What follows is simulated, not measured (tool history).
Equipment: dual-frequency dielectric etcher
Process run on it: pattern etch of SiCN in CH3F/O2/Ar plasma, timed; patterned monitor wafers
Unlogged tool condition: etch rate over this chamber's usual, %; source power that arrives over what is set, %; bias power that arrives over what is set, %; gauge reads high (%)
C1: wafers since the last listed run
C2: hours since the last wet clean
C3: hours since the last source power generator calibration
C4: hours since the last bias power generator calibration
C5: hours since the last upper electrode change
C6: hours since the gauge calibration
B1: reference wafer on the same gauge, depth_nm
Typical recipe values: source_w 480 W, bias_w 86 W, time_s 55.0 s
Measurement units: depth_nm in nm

Run 1, hour 0.0: usual settings; C1 0; C2 268.8; C3 3082.1; C4 3892.1; C5 2542.8; C6 38.9; B1 23.99. Result: depth_nm 23.01 nm.
Run 2, hour 11.1: usual settings; C1 154; C2 279.9; C3 3093.2; C4 3903.2; C5 2553.9; C6 50.0; B1 24.00. Result: depth_nm 23.03 nm.
Run 3, hour 22.4: usual settings; C1 157; C2 291.2; C3 3104.5; C4 3914.5; C5 2565.2; C6 61.3; B1 24.00. Result: depth_nm 22.81 nm.
At hour 51.3: wet clean of the chamber.
Run 4, hour 51.8: usual settings but time_s 45.0 s; C1 75; C2 0.5; C3 3133.9; C4 3943.9; C5 2594.6; C6 90.7; B1 24.01. Result: depth_nm 19.43 nm.
Run 5, hour 52.1: usual settings but time_s 45.0 s; C1 4; C2 0.8; C3 3134.2; C4 3944.2; C5 2594.9; C6 91.0; B1 24.00. Result: depth_nm 19.44 nm.
Run 6, hour 54.8: usual settings but time_s 45.0 s; C1 37; C2 3.5; C3 3136.9; C4 3946.9; C5 2597.6; C6 93.7; B1 23.99. Result: depth_nm 19.50 nm.
Run 7, hour 68.7: usual settings but bias_w 101 W; C1 193; C2 17.4; C3 3150.8; C4 3960.8; C5 2611.5; C6 107.6; B1 24.01. Result: depth_nm 25.67 nm.
At hour 78.7: bias power generator calibrated.
Run 8, hour 79.2: usual settings but bias_w 101 W; C1 90; C2 27.9; C3 3161.3; C4 0.5; C5 2622.0; C6 118.1; B1 24.01. Result: depth_nm 25.43 nm.
Run 9, hour 93.7: usual settings but time_s 42.0 s; C1 201; C2 42.4; C3 3175.8; C4 15.0; C5 2636.5; C6 132.6; B1 23.98. Result: depth_nm 18.16 nm.
Run 10, hour 100.2: usual settings; C1 90; C2 48.9; C3 3182.3; C4 21.5; C5 2643.0; C6 139.1; B1 24.01. Result: depth_nm 23.62 nm.
At hour 125.0: upper electrode replaced, of another model than before.
Run 11, hour 125.5: usual settings; C1 18; C2 74.2; C3 3207.6; C4 46.8; C5 0.5; C6 164.4; B1 24.00. Result: depth_nm 23.55 nm.
Run 12, hour 125.8: usual settings but bias_w 98 W; C1 4; C2 74.5; C3 3207.9; C4 47.1; C5 0.8; C6 164.7; B1 23.99. Result: depth_nm 25.36 nm.
Run 13, hour 133.3: usual settings; C1 104; C2 82.0; C3 3215.4; C4 54.6; C5 8.3; C6 172.2; B1 24.00. Result: depth_nm 23.57 nm.
Run 14, hour 142.5: usual settings but bias_w 80 W; C1 128; C2 91.2; C3 3224.6; C4 63.8; C5 17.5; C6 181.4; B1 24.00. Result: depth_nm 22.59 nm.
Run 15, hour 153.4: usual settings; C1 151; C2 102.1; C3 3235.5; C4 74.7; C5 28.4; C6 192.3; B1 24.00. Result: depth_nm 23.48 nm.
Run 16, hour 169.1: usual settings; C1 218; C2 117.8; C3 3251.2; C4 90.4; C5 44.1; C6 208.0; B1 24.01. Result: depth_nm 23.53 nm.
Run 17, hour 182.4: usual settings but source_w 530 W, bias_w 70 W, time_s 63.0 s; C1 185; C2 131.1; C3 3264.5; C4 103.7; C5 57.4; C6 221.3; B1 24.00. Result: depth_nm 25.02 nm.
At hour 194.2: source power generator calibrated.
Run 18, hour 197.1: usual settings but source_w 380 W, bias_w 103 W, time_s 38.5 s; C1 148; C2 145.8; C3 2.9; C4 118.4; C5 72.1; C6 236.0; B1 24.01. Result: depth_nm 15.75 nm.
Run 19, hour 203.3: usual settings but source_w 440 W, bias_w 77 W, time_s 40.5 s; C1 86; C2 152.0; C3 9.1; C4 124.6; C5 78.3; C6 242.2; B1 24.00. Result: depth_nm 15.33 nm.
Run 20, hour 214.7: usual settings but source_w 510 W, bias_w 106 W; C1 158; C2 163.4; C3 20.5; C4 136.0; C5 89.7; C6 253.6; B1 23.98. Result: depth_nm 27.23 nm.
At hour 221.8: gauge calibrated.
Run 21, hour 231.8: usual settings but source_w 430 W, bias_w 75 W, time_s 41.0 s; C1 237; C2 180.5; C3 37.6; C4 153.1; C5 106.8; C6 10.0; B1 23.99. Result: depth_nm 15.03 nm.
Run 22, hour 242.1: usual settings but source_w 430 W; C1 143; C2 190.8; C3 47.9; C4 163.4; C5 117.1; C6 20.3; B1 23.99. Result: depth_nm 21.94 nm.
Run 23, hour 252.3: usual settings; C1 141; C2 201.0; C3 58.1; C4 173.6; C5 127.3; C6 30.5; B1 24.01. Result: depth_nm 23.20 nm.

The next listed run, before its measurement:
Run 24, hour 261.7: usual settings; C1 130; C2 210.4; C3 67.5; C4 183.0; C5 136.7; C6 39.9; B1 ?. Result: depth_nm ?.

{"run 24": {"B1": 23.99, "depth_nm": 23.29}}
With the hidden condition absent and the run-to-run variation left alone, this run would have shown depth_nm 23.76 nm.
